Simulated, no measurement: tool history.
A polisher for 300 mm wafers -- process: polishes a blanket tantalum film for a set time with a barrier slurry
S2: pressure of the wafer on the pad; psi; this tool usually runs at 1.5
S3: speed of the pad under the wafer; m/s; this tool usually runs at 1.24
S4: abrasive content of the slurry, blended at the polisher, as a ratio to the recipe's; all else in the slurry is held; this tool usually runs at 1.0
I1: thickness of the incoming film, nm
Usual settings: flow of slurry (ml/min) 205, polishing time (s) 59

run 1 hour=0.0 | flow_of_slurry_(ml/min)=205 S2=1.5 S3=1.24 S4=1.0 polishing_time_(s)=59 | I1=383.6 | film_removed_(Å)=923
run 2 hour=62.2 | flow_of_slurry_(ml/min)=205 S2=1.5 S3=1.24 S4=1.0 polishing_time_(s)=59 | I1=384.1 | film_removed_(Å)=886
-- hour=79.9 slurry blender recalibrated
run 3 hour=131.0 | flow_of_slurry_(ml/min)=205 S2=1.5 S3=1.24 S4=1.0 polishing_time_(s)=59 | I1=380.0 | film_removed_(Å)=964
-- hour=150.6 slurry nozzle cleaned
run 4 hour=175.0 | flow_of_slurry_(ml/min)=205 S2=1.7 S3=1.24 S4=1.0 polishing_time_(s)=59 | I1=383.2 | film_removed_(Å)=1105
-- hour=198.5 worn pad replaced by a new one
run 5 hour=244.0 | flow_of_slurry_(ml/min)=205 S2=1.7 S3=1.24 S4=1.0 polishing_time_(s)=59 | I1=385.6 | film_removed_(Å)=1082
run 6 hour=279.5 | flow_of_slurry_(ml/min)=205 S2=1.5 S3=1.24 S4=1.0 polishing_time_(s)=59 | I1=382.7 | film_removed_(Å)=944
run 7 hour=304.1 | flow_of_slurry_(ml/min)=205 S2=1.5 S3=1.24 S4=1.0 polishing_time_(s)=59 | I1=378.3 | film_removed_(Å)=922
run 8 hour=328.9 | flow_of_slurry_(ml/min)=205 S2=1.5 S3=1.24 S4=1.0 polishing_time_(s)=59 | I1=379.3 | film_removed_(Å)=920
run 9 hour=372.2 | flow_of_slurry_(ml/min)=205 S2=1.5 S3=1.24 S4=1.0 polishing_time_(s)=59 | I1=376.2 | film_removed_(Å)=898
-- hour=382.5 slurry blender recalibrated
run 10 hour=435.6 | flow_of_slurry_(ml/min)=205 S2=1.5 S3=1.24 S4=1.0 polishing_time_(s)=59 | I1=383.0 | film_removed_(Å)=948
-- hour=456.2 head pressure recalibrated
-- hour=480.3 worn pad replaced by a new one
-- hour=506.9 slurry nozzle cleaned
run 11 hour=541.5 | flow_of_slurry_(ml/min)=185 S2=1.5 S3=1.24 S4=1.0 polishing_time_(s)=59 | I1=382.0 | film_removed_(Å)=928
run 12 hour=592.7 | flow_of_slurry_(ml/min)=205 S2=1.5 S3=1.40 S4=1.0 polishing_time_(s)=52 | I1=373.9 | film_removed_(Å)=916
run 13 hour=635.5 | flow_of_slurry_(ml/min)=205 S2=1.8 S3=1.24 S4=1.0 polishing_time_(s)=59 | I1=387.1 | film_removed_(Å)=1087

Forecast run 14:
-- hour=670.4 slurry blender recalibrated
run 14 hour=703.9 | flow_of_slurry_(ml/min)=205 S2=1.7 S3=1.48 S4=1.1 polishing_time_(s)=59 | I1=380.0 | film_removed_(Å)=?

film removed (Å): 1323
Without the tool's hidden state the same run would have given film removed (Å) 1338.

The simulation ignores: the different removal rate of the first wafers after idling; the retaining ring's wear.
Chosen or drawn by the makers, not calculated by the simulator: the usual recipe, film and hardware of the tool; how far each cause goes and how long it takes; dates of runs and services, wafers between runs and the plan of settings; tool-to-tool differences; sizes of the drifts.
